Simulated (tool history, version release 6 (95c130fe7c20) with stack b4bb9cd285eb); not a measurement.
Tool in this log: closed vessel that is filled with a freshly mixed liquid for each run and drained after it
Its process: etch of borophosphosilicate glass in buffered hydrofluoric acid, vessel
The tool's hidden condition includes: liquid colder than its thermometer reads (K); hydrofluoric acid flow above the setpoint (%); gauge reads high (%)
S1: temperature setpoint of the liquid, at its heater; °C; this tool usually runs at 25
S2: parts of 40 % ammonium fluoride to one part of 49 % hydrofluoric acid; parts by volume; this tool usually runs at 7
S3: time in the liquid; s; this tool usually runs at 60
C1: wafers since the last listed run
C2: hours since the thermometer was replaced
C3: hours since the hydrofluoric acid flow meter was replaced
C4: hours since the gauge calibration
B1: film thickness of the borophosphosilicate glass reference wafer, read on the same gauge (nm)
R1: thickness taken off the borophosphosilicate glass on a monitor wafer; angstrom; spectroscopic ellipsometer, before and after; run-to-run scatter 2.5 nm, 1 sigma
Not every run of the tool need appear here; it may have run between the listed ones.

| run | day | S1 | S2 | S3 | C1 | C2 | C3 | C4 | B1 | R1 |
|---|---|---|---|---|---|---|---|---|---|---|
| 1 | 0 | 25 | 7 | 60 | 0 | 1620.4 | 1507 | 222.9 | 29.99 | 2874.6 |
| 2 | 1.267 | 25 | 7 | 60 | 3916 | 1650.8 | 1537.4 | 253.3 | 29.98 | 2824.5 |
| 3 | 2.146 | 26 | 7 | 60 | 2718 | 1671.9 | 1558.5 | 274.4 | 30 | 3066.8 |
| 4 | 3.183 | 26 | 7 | 60 | 3207 | 1696.8 | 1583.4 | 299.3 | 29.98 | 2996.5 |
| 5 | 4.6 | 25 | 5.5 | 60 | 4379 | 1730.8 | 1617.4 | 333.3 | 30.01 | 3476.7 |
| 6 | 5.554 | 25 | 5.5 | 60 | 2949 | 1753.7 | 1640.3 | 356.2 | 30 | 3515.2 |
| 7 | 7.033 | 25 | 5.5 | 60 | 4573 | 1789.2 | 1675.8 | 391.7 | 29.99 | 3528.2 |
| 8 | 8.467 | 25 | 7 | 60 | 4431 | 1823.6 | 1710.2 | 426.1 | 30 | 2834.1 |
| 9 | 9.217 | 25 | 7 | 60 | 2318 | 1841.6 | 1728.2 | 444.1 | 30 | 2813.5 |
| 10 | 9.821 | 26.5 | 7 | 85 | 1867 | 1856.1 | 1742.7 | 458.6 | 30 | 4300.9 |
| 11 | 10.967 | 28.5 | 7 | 60 | 3542 | 1883.6 | 1770.2 | 486.1 | 30 | 3413.6 |
|  | 11.733 | hydrofluoric acid flow meter replaced |
| 12 | 11.754 | 28.5 | 7 | 60 | 2305 | 1902.5 | 0.5 | 505 | 30 | 3414 |
| 13 | 12.404 | 27.5 | 7 | 30 | 2009 | 1918.1 | 16.1 | 520.6 | 30.02 | 1583 |
| 14 | 12.908 | 22.5 | 7 | 60 | 1558 | 1930.2 | 28.2 | 532.7 | 29.98 | 2446.1 |
| 15 | 14.338 | 25 | 7 | 50 | 4418 | 1964.5 | 62.5 | 567 | 30 | 2336 |
|  | 14.446 | gauge calibrated |
| 16 | 15.379 | 30 | 7 | 60 | 3220 | 1989.5 | 87.5 | 22.4 | 30.01 | 3651.5 |
| 17 | 16.358 | 26.5 | 7 | 60 | 3027 | 2013 | 111 | 45.9 | 30.02 | 3029.2 |
|  | 17.262 | thermometer replaced |
| 18 | 17.283 | 23.5 | 7 | 40 | 2730 | 0.5 | 133.2 | 68.1 | 30.01 | 1947.6 |
| 19 | 17.85 | 25 | 7 | 60 | 1751 | 14.1 | 146.8 | 81.7 | 30 | 3153.3 |
| 20 | 19 | 25 | 7 | 45 | 3555 | 41.7 | 174.4 | 109.3 | 30.03 | 2360.9 |
| 21 | 19.617 | 25 | 10 | 40 | 1906 | 56.5 | 189.2 | 124.1 | 30 | 1491.1 |
| 22 | 20.425 | 22 | 7 | 30 | 2499 | 75.9 | 208.6 | 143.5 | 29.98 | 1342.6 |
| 23 | 21.246 | 25 | 7 | 60 | 2537 | 95.6 | 228.3 | 163.2 | 29.98 | 3119 |
| 24 | 21.967 | 22 | 5 | 30 | 2228 | 112.9 | 245.6 | 180.5 | 30 | 1810.4 |
| 25 | 23.279 | 25 | 8.5 | 35 | 4057 | 144.4 | 277.1 | 212 | 29.99 | 1502.5 |

For each run, what was the tool's unlogged condition?
hydrofluoric acid flow above the setpoint (%): 0 at every run
gauge reads high (%): 0 at every run
H1: liquid colder than its thermometer reads (K)
| run | H1 |
|---|---|
| 1 | 1.97 |
| 2 | 2 |
| 3 | 2.03 |
| 4 | 2.06 |
| 5 | 2.09 |
| 6 | 2.12 |
| 7 | 2.16 |
| 8 | 2.2 |
| 9 | 2.22 |
| 10 | 2.24 |
| 11 | 2.27 |
| 12 | 2.29 |
| 13 | 2.31 |
| 14 | 2.32 |
| 15 | 2.36 |
| 16 | 2.39 |
| 17 | 2.42 |
| 18 | 0.0903 |
| 19 | 0.106 |
| 20 | 0.138 |
| 21 | 0.155 |
| 22 | 0.177 |
| 23 | 0.199 |
| 24 | 0.219 |
| 25 | 0.256 |
